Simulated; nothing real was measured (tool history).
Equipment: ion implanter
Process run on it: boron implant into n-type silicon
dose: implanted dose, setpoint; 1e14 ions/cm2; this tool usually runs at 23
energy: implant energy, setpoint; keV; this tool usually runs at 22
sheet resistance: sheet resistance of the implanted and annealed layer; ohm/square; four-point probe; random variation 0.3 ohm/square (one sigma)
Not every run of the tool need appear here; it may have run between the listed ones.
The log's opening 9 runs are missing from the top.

run    hour   dose  energy  read-back reference wafer on the same gauge, sheet resistance  sheet resistance
 10   491.3  20.38      22                                                          73.05             67.83
 11   533.5  20.38      22                                                          72.96             68.37
 12   577.4     23      18                                                          72.82             68.27
 13   631.9     23      22                                                          72.78             63.16
 14   676.6     23      22                                                          72.96             63.44
      694.4  -- gauge calibrated
 15   737.8     23      22                                                          72.85             63.52
 16   773.1  24.66      24                                                          72.92             59.35
 17   797.6  24.66      24                                                          72.89             59.31
      872.7  -- extraction supply calibrated
 18   873.2   29.5    17.5                                                          72.87             63.27
      907.9  -- Faraday cup replaced and dose calibrated
 19   923.3     23      22                                                          72.82             63.72
 20   964.9  26.89    18.5                                                          72.93             63.71
 21  1032.2  18.22    27.5                                                          72.86             69.77
 22  1096.1     23      22                                                          72.86             63.59
 23  1147.3  26.22    16.5                                                          72.85             67.78
 24  1202.6  20.56      22                                                          72.96             67.15
 25  1244.3  18.32      15                                                          72.87             79.89
 26  1308.7  20.56      22                                                          72.88             66.71
 27  1378.6     23    19.5                                                          72.95             65.51
     1400.8  -- Faraday cup replaced and dose calibrated
 28  1404.1  16.29      19                                                          72.97             80.46
 29  1453.5  17.23    29.5                                                          73.01             72.34
 30  1495.9     23      22                                                          72.95             64.72

What will run 31 give?
 31  1520.3    26      29                                                              ?                 ?

{"run 31": {"read-back reference wafer on the same gauge, sheet resistance": 72.94, "sheet resistance": 54.98}}
Without the tool's hidden state the same run would have given sheet resistance 55.04 ohm/square.
